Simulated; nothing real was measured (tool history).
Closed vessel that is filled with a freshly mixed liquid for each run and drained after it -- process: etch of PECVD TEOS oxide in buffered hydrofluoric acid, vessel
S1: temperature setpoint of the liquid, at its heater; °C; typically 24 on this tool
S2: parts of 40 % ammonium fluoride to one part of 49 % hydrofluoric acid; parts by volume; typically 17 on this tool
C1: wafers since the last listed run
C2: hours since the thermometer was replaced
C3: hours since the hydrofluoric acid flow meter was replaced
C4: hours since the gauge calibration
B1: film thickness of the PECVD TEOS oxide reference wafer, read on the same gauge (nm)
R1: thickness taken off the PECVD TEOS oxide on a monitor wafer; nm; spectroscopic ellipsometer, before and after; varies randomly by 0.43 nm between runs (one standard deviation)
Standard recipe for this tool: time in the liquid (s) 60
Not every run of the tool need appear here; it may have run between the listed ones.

{"run": 1, "hour": 0.0, "S1": 24, "S2": 17, "time in the liquid (s)": 60, "C1": 0, "C2": 1485.5, "C3": 1393.3, "C4": 264.3, "B1": 60, "R1": 68.07}
{"run": 2, "hour": 32.6, "S1": 24, "S2": 17, "time in the liquid (s)": 60, "C1": 2626, "C2": 1518.1, "C3": 1425.9, "C4": 296.9, "B1": 59.97, "R1": 68.16}
{"run": 3, "hour": 62.7, "S1": 24, "S2": 17, "time in the liquid (s)": 60, "C1": 2425, "C2": 1548.2, "C3": 1456, "C4": 327, "B1": 60, "R1": 68.82}
{"run": 4, "hour": 96.3, "S1": 24, "S2": 17, "time in the liquid (s)": 60, "C1": 2706, "C2": 1581.8, "C3": 1489.6, "C4": 360.6, "B1": 59.97, "R1": 69.12}
{"run": 5, "hour": 113.1, "S1": 24, "S2": 20.5, "time in the liquid (s)": 60, "C1": 1353, "C2": 1598.6, "C3": 1506.4, "C4": 377.4, "B1": 60.01, "R1": 57.16}
{"run": 6, "hour": 146.2, "S1": 24, "S2": 20.5, "time in the liquid (s)": 60, "C1": 2666, "C2": 1631.7, "C3": 1539.5, "C4": 410.5, "B1": 60.02, "R1": 57.43}
{"run": 7, "hour": 180.9, "S1": 24, "S2": 20.5, "time in the liquid (s)": 60, "C1": 2795, "C2": 1666.4, "C3": 1574.2, "C4": 445.2, "B1": 60.02, "R1": 57.67}
{"run": 8, "hour": 195.4, "S1": 24, "S2": 17, "time in the liquid (s)": 60, "C1": 1168, "C2": 1680.9, "C3": 1588.7, "C4": 459.7, "B1": 60.03, "R1": 69.23}
{"run": 9, "hour": 217.0, "S1": 24, "S2": 17, "time in the liquid (s)": 60, "C1": 1740, "C2": 1702.5, "C3": 1610.3, "C4": 481.3, "B1": 60.01, "R1": 69.17}
{"run": 10, "hour": 249.2, "S1": 24, "S2": 17, "time in the liquid (s)": 60, "C1": 2594, "C2": 1734.7, "C3": 1642.5, "C4": 513.5, "B1": 59.97, "R1": 68.68}
{"hour": 258.1, "done": "thermometer replaced"}
{"run": 11, "hour": 267.6, "S1": 24, "S2": 17, "time in the liquid (s)": 60, "C1": 1401, "C2": 9.5, "C3": 1660.9, "C4": 531.9, "B1": 60, "R1": 70.07}
{"hour": 287.2, "done": "gauge calibrated"}
{"run": 12, "hour": 345.9, "S1": 24, "S2": 17, "time in the liquid (s)": 60, "C1": 6308, "C2": 87.8, "C3": 1739.2, "C4": 58.7, "B1": 60.01, "R1": 70.11}
{"run": 13, "hour": 370.5, "S1": 24, "S2": 17, "time in the liquid (s)": 60, "C1": 1981, "C2": 112.4, "C3": 1763.8, "C4": 83.3, "B1": 59.99, "R1": 69.47}
{"run": 14, "hour": 393.9, "S1": 24, "S2": 17, "time in the liquid (s)": 60, "C1": 1885, "C2": 135.8, "C3": 1787.2, "C4": 106.7, "B1": 59.97, "R1": 70.34}
{"hour": 420.4, "done": "hydrofluoric acid flow meter replaced"}
{"run": 15, "hour": 420.9, "S1": 22.5, "S2": 17, "time in the liquid (s)": 35, "C1": 2094, "C2": 162.8, "C3": 0.5, "C4": 133.7, "B1": 60, "R1": 34.64}
{"run": 16, "hour": 454.4, "S1": 24, "S2": 19, "time in the liquid (s)": 50, "C1": 2698, "C2": 196.3, "C3": 34, "C4": 167.2, "B1": 59.99, "R1": 47.04}
{"run": 17, "hour": 474.0, "S1": 24, "S2": 20.5, "time in the liquid (s)": 60, "C1": 1579, "C2": 215.9, "C3": 53.6, "C4": 186.8, "B1": 60, "R1": 53.44}
{"run": 18, "hour": 497.2, "S1": 24, "S2": 23.5, "time in the liquid (s)": 85, "C1": 1869, "C2": 239.1, "C3": 76.8, "C4": 210, "B1": 59.96, "R1": 68.49}
{"run": 19, "hour": 531.5, "S1": 24, "S2": 17, "time in the liquid (s)": 60, "C1": 2763, "C2": 273.4, "C3": 111.1, "C4": 244.3, "B1": 60, "R1": 64.01}
{"run": 20, "hour": 557.2, "S1": 19.5, "S2": 17, "time in the liquid (s)": 60, "C1": 2070, "C2": 299.1, "C3": 136.8, "C4": 270, "B1": 60, "R1": 49.41}
{"run": 21, "hour": 589.8, "S1": 24, "S2": 17, "time in the liquid (s)": 60, "C1": 2626, "C2": 331.7, "C3": 169.4, "C4": 302.6, "B1": 59.99, "R1": 64.55}
{"run": 22, "hour": 616.9, "S1": 27.5, "S2": 17, "time in the liquid (s)": 60, "C1": 2183, "C2": 358.8, "C3": 196.5, "C4": 329.7, "B1": 60.02, "R1": 77.41}
{"run": 23, "hour": 631.0, "S1": 24, "S2": 17, "time in the liquid (s)": 60, "C1": 1135, "C2": 372.9, "C3": 210.6, "C4": 343.8, "B1": 60.02, "R1": 64.62}
{"run": 24, "hour": 647.8, "S1": 26.5, "S2": 17, "time in the liquid (s)": 45, "C1": 1353, "C2": 389.7, "C3": 227.4, "C4": 360.6, "B1": 59.96, "R1": 55.39}
{"run": 25, "hour": 662.8, "S1": 21.5, "S2": 17, "time in the liquid (s)": 60, "C1": 1208, "C2": 404.7, "C3": 242.4, "C4": 375.6, "B1": 59.97, "R1": 56.12}
{"run": 26, "hour": 692.5, "S1": 20.5, "S2": 21, "time in the liquid (s)": 80, "C1": 2392, "C2": 434.4, "C3": 272.1, "C4": 405.3, "B1": 59.98, "R1": 58.52}
{"run": 27, "hour": 708.8, "S1": 27.5, "S2": 11.5, "time in the liquid (s)": 80, "C1": 1313, "C2": 450.7, "C3": 288.4, "C4": 421.6, "B1": 59.99, "R1": 152.29}
{"run": 28, "hour": 732.6, "S1": 24, "S2": 17, "time in the liquid (s)": 60, "C1": 1917, "C2": 474.5, "C3": 312.2, "C4": 445.4, "B1": 59.98, "R1": 64.49}

Selected run-to-run steps in R1, each split into two signed amounts: the part the tool would show with no hidden state at all (from settings, incoming material and random variation), and the remainder, which goes to the hidden state together with any gauge scatter not common to the measured and the hidden-state-free results:
The tool's hidden condition here consists of: liquid colder than its thermometer reads (K); hydrofluoric acid flow above the setpoint (%); gauge reads high (%).
Run 14 -> 15: S1 24 -> 22.5, time in the liquid (s) 60 -> 35, hydrofluoric acid flow meter replaced. R1 -35.7 nm: hidden state -6.24, all else -29.46.
Run 26 -> 27: S1 20.5 -> 27.5, S2 21 -> 11.5. R1 +93.77 nm: hidden state +1.91, all else +91.86.
Run 27 -> 28: S1 27.5 -> 24, S2 11.5 -> 17, time in the liquid (s) 80 -> 60. R1 -87.8 nm: hidden state -1.4, all else -86.4.
